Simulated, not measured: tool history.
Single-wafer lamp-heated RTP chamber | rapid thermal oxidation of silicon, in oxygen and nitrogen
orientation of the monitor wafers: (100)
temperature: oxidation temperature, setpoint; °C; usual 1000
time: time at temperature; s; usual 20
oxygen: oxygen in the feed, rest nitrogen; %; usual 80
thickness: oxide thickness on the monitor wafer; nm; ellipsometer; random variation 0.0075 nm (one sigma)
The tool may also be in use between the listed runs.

run   hour  temperature  time  oxygen  wafers since the last listed run  wafers since the last pyrometer calibration  hours since the oxygen flow controller was replaced  hours since the gauge calibration  read-back reference wafer on the same gauge, thickness  thickness
  1    0.0         1000    20      80                                 0                                         6161                                               2694.0                              167.2                                                   3.559      3.879
  2   17.0         1000    20      80                               167                                         6328                                               2711.0                              184.2                                                   3.559      3.870
  3   25.7         1000    20      80                                85                                         6414                                               2719.7                              192.9                                                   3.560      3.877
  4   32.8         1000    20      80                                69                                         6484                                               2726.8                              200.0                                                   3.561      3.870
  5   49.1         1000    20      80                               160                                         6644                                               2743.1                              216.3                                                   3.561      3.882
  6   58.9         1000    20      60                                96                                         6741                                               2752.9                              226.1                                                   3.560      3.585
  7   66.0         1000    23      80                                69                                         6811                                               2760.0                              233.2                                                   3.560      4.099
  8   73.3         1000    23      80                                71                                         6883                                               2767.3                              240.5                                                   3.560      4.110
  9   88.9         1000    23      80                               153                                         7036                                               2782.9                              256.1                                                   3.560      4.096
      89.5  -- gauge calibrated
 10   99.3          984    20      80                               102                                         7139                                               2793.3                                9.8                                                   3.561      3.510
 11  110.7         1000    20      80                               112                                         7251                                               2804.7                               21.2                                                   3.560      3.880
 12  124.5         1000    20      80                               135                                         7387                                               2818.5                               35.0                                                   3.560      3.874
     138.9  -- pyrometer window cleaned and pyrometer calibrated
 13  139.8         1014    14      80                                71                                            8                                               2833.8                               50.3                                                   3.559      3.583
     151.5  -- oxygen flow controller replaced
 14  152.0         1014    14      80                                41                                           50                                                  0.5                               62.5                                                   3.561      3.595
 15  162.7         1000    16      66                               105                                          155                                                 11.2                               73.2                                                   3.559      3.284
 16  176.8         1000    20      80                               138                                          294                                                 25.3                               87.3                                                   3.561      3.767
 17  190.1         1000    24      91                               131                                          425                                                 38.6                              100.6                                                   3.560      4.194
 18  206.2          978    17      80                               158                                          584                                                 54.7                              116.7                                                   3.559      3.135
 19  219.2          972    28      80                               128                                          712                                                 67.7                              129.7                                                   3.560      3.588
 20  226.7         1021    30      80                                73                                          786                                                 75.2                              137.2                                                   3.560      5.088
 21  239.9          986    27      54                               130                                          916                                                 88.4                              150.4                                                   3.559      3.457
 22  246.6          977    20      80                                66                                          982                                                 95.1                              157.1                                                   3.560      3.297
 23  260.9          988    20      98                               140                                         1123                                                109.4                              171.4                                                   3.559      3.737
 24  274.5          990    23      80                               134                                         1257                                                123.0                              185.0                                                   3.559      3.751
     299.0  -- gauge calibrated
 25  328.0         1014    14      80                               527                                         1784                                                176.5                               29.0                                                   3.559      3.662
 26  343.4          983    20      80                               151                                         1936                                                191.9                               44.4                                                   3.561      3.442
 27  356.0         1000    20      80                               124                                         2060                                                204.5                               57.0                                                   3.559      3.817
 28  367.7         1024    28      98                               115                                         2175                                                216.2                               68.7                                                   3.561      5.461
 29  375.2         1014    27      53                                73                                         2249                                                223.7                               76.2                                                   3.559      4.126

Forecast each of these 3 alternatives for the next run:
  A  375.6         1000    10      80                                 3                                         2253                                                224.1                               76.6                                                       ?          ?
  B  375.6          987    20      50                                 3                                         2253                                                224.1                               76.6                                                       ?          ?
  C  375.6          978    20      92                                 3                                         2253                                                224.1                               76.6                                                       ?          ?

run  read-back reference wafer on the same gauge, thickness  thickness
  A                                                   3.560      3.045
  B                                                   3.560      3.129
  C                                                   3.560      3.472
Without the tool's hidden state the same runs would have given:
run  thickness
  A      2.984
  B      3.068
  C      3.391
